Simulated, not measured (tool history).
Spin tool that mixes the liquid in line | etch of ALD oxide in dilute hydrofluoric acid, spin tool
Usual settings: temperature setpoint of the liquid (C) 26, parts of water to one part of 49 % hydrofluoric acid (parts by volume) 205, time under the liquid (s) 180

| run | hour | temperature setpoint of the liquid (C) | parts of water to one part of 49 % hydrofluoric acid (parts by volume) | time under the liquid (s) | wafers since the last listed run | hours since the thermometer was replaced | hours since the hydrofluoric acid flow meter was replaced | hours since the gauge calibration | read-back film thickness of the ALD oxide reference wafer, read on the same gauge (nm) | thickness taken off the ALD oxide on a monitor wafer (nm) |
|---|---|---|---|---|---|---|---|---|---|---|
| 1 | 0 | 26 | 205 | 180 | 0 | 1502.6 | 1704.7 | 1729.1 | 130 | 31.23 |
| 2 | 48.9 | 24 | 165 | 180 | 254 | 1551.5 | 1753.6 | 1778 | 129.99 | 36.94 |
| 3 | 90.7 | 26 | 205 | 180 | 217 | 1593.3 | 1795.4 | 1819.8 | 130.02 | 31.04 |
| 4 | 189.9 | 26 | 205 | 150 | 517 | 1692.5 | 1894.6 | 1919 | 130 | 25.97 |
| 5 | 280.8 | 26 | 205 | 180 | 473 | 1783.4 | 1985.5 | 2009.9 | 130.02 | 31.42 |
| 6 | 352.5 | 26 | 265 | 180 | 373 | 1855.1 | 2057.2 | 2081.6 | 130.01 | 22.61 |
| 7 | 396 | 26 | 205 | 180 | 226 | 1898.6 | 2100.7 | 2125.1 | 130 | 30.71 |
| 8 | 512.1 | 26 | 205 | 180 | 605 | 2014.7 | 2216.8 | 2241.2 | 130 | 31.5 |
| 9 | 555.4 | 26 | 205 | 180 | 225 | 2058 | 2260.1 | 2284.5 | 130 | 31.47 |
| 10 | 651 | 26 | 205 | 180 | 498 | 2153.6 | 2355.7 | 2380.1 | 130.01 | 31.66 |
|  | 693.1 | thermometer replaced |
| 11 | 741.7 | 26 | 205 | 180 | 467 | 48.6 | 2446.4 | 2470.8 | 129.99 | 31.42 |
|  | 910 | hydrofluoric acid flow meter replaced |
| 12 | 911 | 26 | 205 | 180 | 877 | 217.9 | 1 | 2640.1 | 130 | 29.53 |
| 13 | 1010.6 | 26 | 205 | 180 | 519 | 317.5 | 100.6 | 2739.7 | 130 | 29.4 |
| 14 | 1048.2 | 22 | 205 | 180 | 196 | 355.1 | 138.2 | 2777.3 | 130 | 25.64 |
| 15 | 1144.8 | 26 | 180 | 115 | 503 | 451.7 | 234.8 | 2873.9 | 130 | 22.24 |
|  | 1198 | gauge calibrated |
| 16 | 1205.3 | 28 | 205 | 250 | 315 | 512.2 | 295.3 | 7.3 | 129.98 | 43.87 |
| 17 | 1255.5 | 26 | 205 | 180 | 261 | 562.4 | 345.5 | 57.5 | 130 | 29.88 |
| 18 | 1294 | 26 | 175 | 180 | 200 | 600.9 | 384 | 96 | 130 | 36.48 |
| 19 | 1367.8 | 26 | 205 | 180 | 384 | 674.7 | 457.8 | 169.8 | 130.01 | 29.51 |
| 20 | 1422.9 | 22 | 205 | 180 | 287 | 729.8 | 512.9 | 224.9 | 129.99 | 26.01 |
| 21 | 1484.7 | 26 | 240 | 180 | 322 | 791.6 | 574.7 | 286.7 | 130.01 | 24.83 |
| 22 | 1539.9 | 26 | 205 | 180 | 287 | 846.8 | 629.9 | 341.9 | 130 | 30.06 |
| 23 | 1591.8 | 26 | 270 | 180 | 270 | 898.7 | 681.8 | 393.8 | 130.02 | 21.32 |
| 24 | 1652.2 | 23 | 205 | 180 | 314 | 959.1 | 742.2 | 454.2 | 130 | 26.5 |
| 25 | 1704.1 | 26 | 205 | 180 | 270 | 1011 | 794.1 | 506.1 | 130.01 | 29.76 |
| 26 | 1744.2 | 26 | 205 | 180 | 209 | 1051.1 | 834.2 | 546.2 | 130.02 | 29.97 |
| 27 | 1793.8 | 26 | 235 | 180 | 258 | 1100.7 | 883.8 | 595.8 | 130 | 25.65 |
| 28 | 1870.7 | 26 | 305 | 260 | 400 | 1177.6 | 960.7 | 672.7 | 130.01 | 26.37 |
| 29 | 1927 | 27.5 | 305 | 230 | 293 | 1233.9 | 1017 | 729 | 129.98 | 24.52 |
| 30 | 2051.3 | 30 | 265 | 180 | 648 | 1358.2 | 1141.3 | 853.3 | 130 | 25.04 |
| 31 | 2144.5 | 22 | 205 | 180 | 485 | 1451.4 | 1234.5 | 946.5 | 129.99 | 26.22 |

Forecast run 32:
| 32 | 2224.7 | 26 | 290 | 180 | 418 | 1531.6 | 1314.7 | 1026.7 | ? | ? |

read-back film thickness of the ALD oxide reference wafer, read on the same gauge (nm): 130.01
thickness taken off the ALD oxide on a monitor wafer (nm): 19.3
Without the tool's hidden state the same run would have given thickness taken off the ALD oxide on a monitor wafer (nm) 18.72.
